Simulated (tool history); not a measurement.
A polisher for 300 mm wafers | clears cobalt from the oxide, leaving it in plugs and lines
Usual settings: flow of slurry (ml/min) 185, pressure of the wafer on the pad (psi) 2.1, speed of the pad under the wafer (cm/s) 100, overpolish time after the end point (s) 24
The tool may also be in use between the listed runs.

| run | hour | flow of slurry (ml/min) | pressure of the wafer on the pad (psi) | speed of the pad under the wafer (cm/s) | overpolish time after the end point (s) | wafers since the last listed run | wafers polished on this pad | hours since the slurry nozzle was cleaned | hours since the head pressure was calibrated | incoming thickness of the incoming film, nm | time until the end point was called (s) | dishing of a wide line in a test structure (nm) |
|---|---|---|---|---|---|---|---|---|---|---|---|---|
| 1 | 0 | 185 | 2.1 | 100 | 24 | 0 | 693 | 225.3 | 956.1 | 288.4 | 49 | 51 |
| 2 | 14.7 | 185 | 2.1 | 100 | 24 | 178 | 872 | 240 | 970.8 | 294.4 | 49.4 | 48.2 |
| 3 | 27.9 | 185 | 2.1 | 72 | 24 | 160 | 1032 | 253.2 | 984 | 294.4 | 70 | 47 |
|  | 31.9 | slurry nozzle cleaned |
|  | 42.9 | worn pad replaced by a new one |
| 4 | 43.4 | 185 | 2.1 | 72 | 24 | 127 | 6 | 11.5 | 999.5 | 291.9 | 70.6 | 46.2 |
| 5 | 57.3 | 185 | 2.1 | 100 | 24 | 168 | 174 | 25.4 | 1013.4 | 290.2 | 48.9 | 49.4 |
| 6 | 64.2 | 185 | 2.4 | 100 | 24 | 83 | 258 | 32.3 | 1020.3 | 290.9 | 45.2 | 52.2 |
| 7 | 70.7 | 185 | 2.4 | 100 | 24 | 78 | 337 | 38.8 | 1026.8 | 290.7 | 44 | 50 |
| 8 | 86 | 185 | 2.1 | 100 | 24 | 185 | 523 | 54.1 | 1042.1 | 290.1 | 50.6 | 50.4 |
| 9 | 119.2 | 185 | 2.1 | 100 | 24 | 403 | 926 | 87.3 | 1075.3 | 293.9 | 50.9 | 51.3 |
| 10 | 131.5 | 185 | 2.1 | 100 | 24 | 149 | 1075 | 99.6 | 1087.6 | 288.1 | 49.5 | 48.9 |
|  | 136.4 | worn pad replaced by a new one |
| 11 | 139.8 | 185 | 2.1 | 100 | 24 | 52 | 41 | 107.9 | 1095.9 | 295.1 | 50.2 | 48.9 |
|  | 164.4 | head pressure recalibrated |
| 12 | 181.5 | 185 | 2.1 | 100 | 24 | 482 | 523 | 149.6 | 17.1 | 290.4 | 49.5 | 49.7 |
| 13 | 193.2 | 165 | 2.1 | 100 | 24 | 142 | 665 | 161.3 | 28.8 | 287.7 | 48.8 | 49.2 |
| 14 | 202.2 | 165 | 2.1 | 100 | 24 | 109 | 774 | 170.3 | 37.8 | 289.1 | 50.1 | 49.3 |
| 15 | 213.3 | 165 | 2.1 | 100 | 24 | 134 | 909 | 181.4 | 48.9 | 296 | 52.1 | 49.3 |
| 16 | 227.5 | 185 | 2.1 | 128 | 24 | 172 | 1081 | 195.6 | 63.1 | 285.6 | 38.8 | 51.7 |
|  | 239.1 | worn pad replaced by a new one |
| 17 | 240 | 145 | 2.1 | 132 | 24 | 103 | 11 | 208.1 | 75.6 | 285.9 | 37.8 | 51.4 |
| 18 | 248.1 | 185 | 2.1 | 100 | 24 | 98 | 109 | 216.2 | 83.7 | 287.8 | 49.7 | 48 |
|  | 256.2 | slurry nozzle cleaned |
| 19 | 259.8 | 225 | 1.6 | 80 | 15 | 129 | 239 | 3.6 | 95.4 | 285.6 | 80.2 | 33.8 |
| 20 | 270.4 | 185 | 2.1 | 100 | 24 | 128 | 368 | 14.2 | 106 | 293.4 | 50.8 | 49.7 |
| 21 | 283.8 | 185 | 2.1 | 100 | 24 | 162 | 531 | 27.6 | 119.4 | 290.9 | 49.8 | 49.6 |
| 22 | 294.8 | 210 | 2.1 | 124 | 24 | 133 | 664 | 38.6 | 130.4 | 285.2 | 39.1 | 51.3 |
| 23 | 310.2 | 125 | 2.1 | 100 | 30 | 187 | 851 | 54 | 145.8 | 294.7 | 53.3 | 52.1 |
| 24 | 318.2 | 185 | 2.1 | 100 | 24 | 97 | 948 | 62 | 153.8 | 295.5 | 49.7 | 50.6 |
|  | 333.8 | worn pad replaced by a new one |
| 25 | 334.3 | 185 | 2.7 | 100 | 24 | 146 | 5 | 78.1 | 169.9 | 293.1 | 38.9 | 51.9 |
| 26 | 348.1 | 185 | 2.1 | 100 | 17 | 167 | 173 | 91.9 | 183.7 | 293.6 | 51.9 | 45.5 |
| 27 | 356.8 | 200 | 2.1 | 116 | 30 | 105 | 279 | 100.6 | 192.4 | 292.5 | 44.7 | 52.6 |
| 28 | 371.8 | 185 | 2.1 | 100 | 24 | 182 | 461 | 115.6 | 207.4 | 286 | 50.2 | 49.2 |
| 29 | 378.5 | 185 | 2.1 | 100 | 24 | 81 | 542 | 122.3 | 214.1 | 290.2 | 49.5 | 47.6 |
| 30 | 387.1 | 145 | 2.1 | 128 | 29 | 104 | 647 | 130.9 | 222.7 | 289.2 | 38.9 | 51.8 |
| 31 | 395.5 | 185 | 2.4 | 100 | 29 | 102 | 749 | 139.3 | 231.1 | 291.7 | 42.5 | 51.5 |
| 32 | 409.9 | 185 | 2.8 | 88 | 24 | 174 | 923 | 153.7 | 245.5 | 287.7 | 43.1 | 49.7 |
| 33 | 425.8 | 185 | 1.9 | 70 | 24 | 193 | 1117 | 169.6 | 261.4 | 284.3 | 78.4 | 43.6 |
| 34 | 438.5 | 185 | 2.1 | 100 | 24 | 154 | 1271 | 182.3 | 274.1 | 290.7 | 51.3 | 50.3 |
|  | 444.2 | worn pad replaced by a new one |
| 35 | 446.4 | 185 | 2.1 | 100 | 30 | 47 | 27 | 190.2 | 282 | 291.5 | 51.2 | 50.2 |
| 36 | 456.9 | 165 | 2.1 | 118 | 24 | 127 | 154 | 200.7 | 292.5 | 296.1 | 45.2 | 51.3 |

The tool's hidden state at each run:
removal rate lost through wear of the pad, %: 0 in every run
slurry flow missing at the pad, %: 0 in every run
deviation of the head's pressure from its setpoint, %: 0 in every run
